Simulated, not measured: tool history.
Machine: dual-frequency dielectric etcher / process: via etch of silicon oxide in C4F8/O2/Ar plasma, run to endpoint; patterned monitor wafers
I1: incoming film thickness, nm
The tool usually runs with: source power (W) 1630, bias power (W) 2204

run 1 hour=0.0 | source_power_(W)=1630 bias_power_(W)=2204 | I1=1186.9 | endpoint_time_(s)=259.4
run 2 hour=35.9 | source_power_(W)=1630 bias_power_(W)=2204 | I1=1194.4 | endpoint_time_(s)=261.0
run 3 hour=75.4 | source_power_(W)=1630 bias_power_(W)=2204 | I1=1180.1 | endpoint_time_(s)=257.9
run 4 hour=114.1 | source_power_(W)=1630 bias_power_(W)=2204 | I1=1172.5 | endpoint_time_(s)=255.3
run 5 hour=178.0 | source_power_(W)=1630 bias_power_(W)=2204 | I1=1181.8 | endpoint_time_(s)=254.8
-- hour=278.5 wet clean of the chamber
run 6 hour=329.6 | source_power_(W)=1630 bias_power_(W)=2204 | I1=1182.0 | endpoint_time_(s)=259.2
-- hour=338.9 source power generator calibrated
-- hour=383.7 bias power generator calibrated
run 7 hour=390.5 | source_power_(W)=1630 bias_power_(W)=2204 | I1=1178.4 | endpoint_time_(s)=257.4
run 8 hour=419.5 | source_power_(W)=1630 bias_power_(W)=2204 | I1=1176.1 | endpoint_time_(s)=257.1
run 9 hour=446.8 | source_power_(W)=1630 bias_power_(W)=2204 | I1=1197.3 | endpoint_time_(s)=259.7
run 10 hour=476.0 | source_power_(W)=1380 bias_power_(W)=2468 | I1=1201.7 | endpoint_time_(s)=262.6
run 11 hour=543.8 | source_power_(W)=1630 bias_power_(W)=2204 | I1=1182.6 | endpoint_time_(s)=255.7
-- hour=605.5 wet clean of the chamber
run 12 hour=606.0 | source_power_(W)=1800 bias_power_(W)=1939 | I1=1191.0 | endpoint_time_(s)=268.7
-- hour=639.8 upper electrode replaced
run 13 hour=660.5 | source_power_(W)=1480 bias_power_(W)=2691 | I1=1184.7 | endpoint_time_(s)=247.6
run 14 hour=704.3 | source_power_(W)=1270 bias_power_(W)=2576 | I1=1168.2 | endpoint_time_(s)=260.0
run 15 hour=752.7 | source_power_(W)=1630 bias_power_(W)=2559 | I1=1189.4 | endpoint_time_(s)=245.5
run 16 hour=820.4 | source_power_(W)=1630 bias_power_(W)=2734 | I1=1184.4 | endpoint_time_(s)=235.8
run 17 hour=871.5 | source_power_(W)=1630 bias_power_(W)=2204 | I1=1194.4 | endpoint_time_(s)=258.2
-- hour=936.8 wet clean of the chamber
run 18 hour=937.3 | source_power_(W)=1630 bias_power_(W)=2204 | I1=1192.9 | endpoint_time_(s)=262.1

For some of the steps in endpoint time (s) from one run to the next: how much would appear even if the tool had no hidden state, given the settings, what came in and random variation, and how much remains for the hidden state plus any gauge scatter that the measured result and the result without hidden state don't share?
Unlogged tool condition in this case: etch rate over this chamber's usual, %; source power that arrives over what is set, %; bias power that arrives over what is set, %.
Run 11 -> 12: source power (W) 1630 -> 1800, bias power (W) 2204 -> 1939, wet clean of the chamber. endpoint time (s) +13.0: hidden state +5.8, all else +7.2.
Run 16 -> 17: bias power (W) 2734 -> 2204. endpoint time (s) +22.4: hidden state -1.2, all else +23.6.
